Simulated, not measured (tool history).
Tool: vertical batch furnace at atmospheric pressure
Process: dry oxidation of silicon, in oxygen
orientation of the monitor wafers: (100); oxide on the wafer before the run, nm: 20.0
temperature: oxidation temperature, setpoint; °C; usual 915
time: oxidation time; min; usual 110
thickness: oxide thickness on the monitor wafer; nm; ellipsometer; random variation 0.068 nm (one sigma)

run   hour  temperature   time  wafers since the last listed run  hours since the last temperature calibration  hours since the boat lift was adjusted  hours since the gauge calibration  read-back reference wafer on the same gauge, thickness  thickness
  1      0          915  125.5                                 0                                        3893.5                                    3847                              421.5                                                   48.49      47.59
  2   21.3          902    110                               255                                        3914.8                                  3868.3                              442.8                                                    48.5      40.73
  3   43.1          902    110                               261                                        3936.6                                  3890.1                              464.6                                                   48.49      40.79
  4   68.4          915    110                               303                                        3961.9                                  3915.4                              489.9                                                   48.47      44.78
  5     85          915    110                               198                                        3978.5                                    3932                              506.5                                                   48.51      44.75
  6   94.8          915    110                               117                                        3988.3                                  3941.8                              516.3                                                   48.49      44.62
  7  106.9          898    110                               145                                        4000.4                                  3953.9                              528.4                                                   48.49      39.63
  8  128.7          898    110                               261                                        4022.2                                  3975.7                              550.2                                                   48.49      39.59
  9  141.6          915    110                               154                                        4035.1                                  3988.6                              563.1                                                   48.51      44.73
 10  159.8          915  152.5                               218                                        4053.3                                  4006.8                              581.3                                                    48.5      52.83
 11  177.7          930    143                               214                                        4071.2                                  4024.7                              599.2                                                    48.5      57.79
 12  196.8          915    110                               228                                        4090.3                                  4043.8                              618.3                                                    48.5      44.63
 13  221.3          915    110                               293                                        4114.8                                  4068.3                              642.8                                                   48.51      44.79
 14    243          915    110                               260                                        4136.5                                    4090                              664.5                                                   48.52      44.83
 15  256.6          915  147.5                               163                                        4150.1                                  4103.6                              678.1                                                   48.48      51.93
     293.7  -- thermocouples replaced and temperature profile calibrated
 16  294.2          915    110                               163                                           0.5                                  4141.2                              715.7                                                   48.51      43.44
 17    302          932  145.5                                93                                           8.3                                    4149                              723.5                                                   48.49      57.64
 18  315.6          894     82                               163                                          21.9                                  4162.6                              737.1                                                   48.51      33.66
 19  325.8          915    110                               122                                          32.1                                  4172.8                              747.3                                                   48.51      43.48
 20  335.4          915    110                               115                                          41.7                                  4182.4                              756.9                                                    48.5      43.51
 21  357.7          930   64.5                               267                                            64                                  4204.7                              779.2                                                   48.53      38.01
 22  369.6          915     62                               142                                          75.9                                  4216.6                              791.1                                                   48.52      34.26
     410.2  -- boat lift adjusted
 23  410.7          928   58.5                               204                                           117                                     0.5                              832.2                                                   48.46      36.97
 24  416.9          893   71.5                                74                                         123.2                                     6.7                              838.4                                                   48.49      32.88
 25    423          921    150                                73                                         129.3                                    12.8                              844.5                                                    48.5       55.1
 26    442          915    110                               227                                         148.3                                    31.8                              863.5                                                   48.52      44.81
 27  452.7          901    110                               128                                           159                                    42.5                              874.2                                                   48.46      40.57
 28  471.5          915    110                               225                                         177.8                                    61.3                                893                                                   48.51      44.83
 29    513          905     80                               497                                         219.3                                   102.8                              934.5                                                   48.48      36.36
     514.3  -- gauge calibrated
 30  536.5          915    157                               281                                         242.8                                   126.3                               22.2                                                   48.48      53.72
 31  562.4          901  124.5                               310                                         268.7                                   152.2                               48.1                                                   48.49      42.83
 32  578.9          915    110                               197                                         285.2                                   168.7                               64.6                                                   48.48      44.62
 33  603.6          895    110                               296                                         309.9                                   193.4                               89.3                                                   48.52      38.87
 34  617.5          915    110                               166                                         323.8                                   207.3                              103.2                                                   48.49      44.65
 35  642.6          915    110                               300                                         348.9                                   232.4                              128.3                                                   48.52      44.65
 36  665.3          902   64.5                               272                                         371.6                                   255.1                                151                                                    48.5      33.01
 37  739.1          902    128                               884                                         445.4                                   328.9                              224.8                                                    48.5      43.41
 38  762.3          933  141.5                               278                                         468.6                                   352.1                                248                                                   48.48      58.73
 39  774.4          935     57                               145                                         480.7                                   364.2                              260.1                                                    48.5      37.94
 40  799.9          915    110                               305                                         506.2                                   389.7                              285.6                                                    48.5       44.5

Forecast each of these 3 alternatives for the next run:
  A  806.1          915   110                                74                                         512.4                                   395.9                              291.8                                                       ?          ?
  B  806.1          924  67.5                                74                                         512.4                                   395.9                              291.8                                                       ?          ?
  C  806.1          933   130                                74                                         512.4                                   395.9                              291.8                                                       ?          ?

run  read-back reference wafer on the same gauge, thickness  thickness
  A                                                   48.54      44.55
  B                                                   48.54      38.08
  C                                                   48.54      55.98
Without the tool's hidden state the same runs would have given:
run  thickness
  A      45.06
  B      38.45
  C      56.71

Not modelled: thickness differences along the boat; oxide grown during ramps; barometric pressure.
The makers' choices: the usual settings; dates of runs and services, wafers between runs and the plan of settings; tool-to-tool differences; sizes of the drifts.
